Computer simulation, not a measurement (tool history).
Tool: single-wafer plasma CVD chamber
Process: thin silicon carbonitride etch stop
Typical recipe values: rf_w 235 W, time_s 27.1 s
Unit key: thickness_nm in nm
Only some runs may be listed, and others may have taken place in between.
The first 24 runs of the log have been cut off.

run   hour  rf_w  time_s  wafers since the last listed run  hours since the last thermocouple change  hours since the last RF generator calibration  hours since the showerhead was replaced  hours since the gauge calibration  read-back reference wafer on the same gauge, thickness_nm  thickness_nm
 25  665.7   235    27.1                               314                                     221.3                                           46.2                                    358.0                               30.6                                                     16.207        18.002
 26  680.4   250    32.1                               373                                     236.0                                           60.9                                    372.7                               45.3                                                     16.203        21.788
 27  713.4   235    27.1                               837                                     269.0                                           93.9                                    405.7                               78.3                                                     16.195        17.842
 28  729.8   210    24.4                               416                                     285.4                                          110.3                                    422.1                               94.7                                                     16.222        15.429
 29  757.8   255    29.9                               710                                     313.4                                          138.3                                    450.1                              122.7                                                     16.185        20.489
 30  793.7   270    27.1                               910                                     349.3                                          174.2                                    486.0                              158.6                                                     16.224        18.821
 31  824.9   195    27.1                               791                                     380.5                                          205.4                                    517.2                              189.8                                                     16.199        16.536
 32  842.3   220    27.1                               441                                     397.9                                          222.8                                    534.6                              207.2                                                     16.187        17.326
 33  868.8   235    27.1                               672                                     424.4                                          249.3                                    561.1                              233.7                                                     16.195        17.781
 34  884.4   235    27.1                               395                                     440.0                                          264.9                                    576.7                              249.3                                                     16.230        17.748
 35  900.0   235    21.8                               395                                     455.6                                          280.5                                    592.3                              264.9                                                     16.203        14.293
 36  912.3   265    27.1                               312                                     467.9                                          292.8                                    604.6                              277.2                                                     16.192        18.626

3 ways to go on from here, each from the tool as it stands after run 36. What would each give?
  A  912.7   235    30.8                                10                                     468.3                                          293.2                                    605.0                              277.6                                                          ?             ?
  B  912.7   275    30.8                                10                                     468.3                                          293.2                                    605.0                              277.6                                                          ?             ?
  C  912.7   195    29.6                                10                                     468.3                                          293.2                                    605.0                              277.6                                                          ?             ?

run  read-back reference wafer on the same gauge, thickness_nm  thickness_nm
  A                                                     16.220        20.239
  B                                                     16.220        21.532
  C                                                     16.220        17.989
The same runs, with their run-to-run variation unchanged, on a tool lacking any hidden condition would have given:
run  thickness_nm
  A        20.582
  B        21.896
  C        18.294
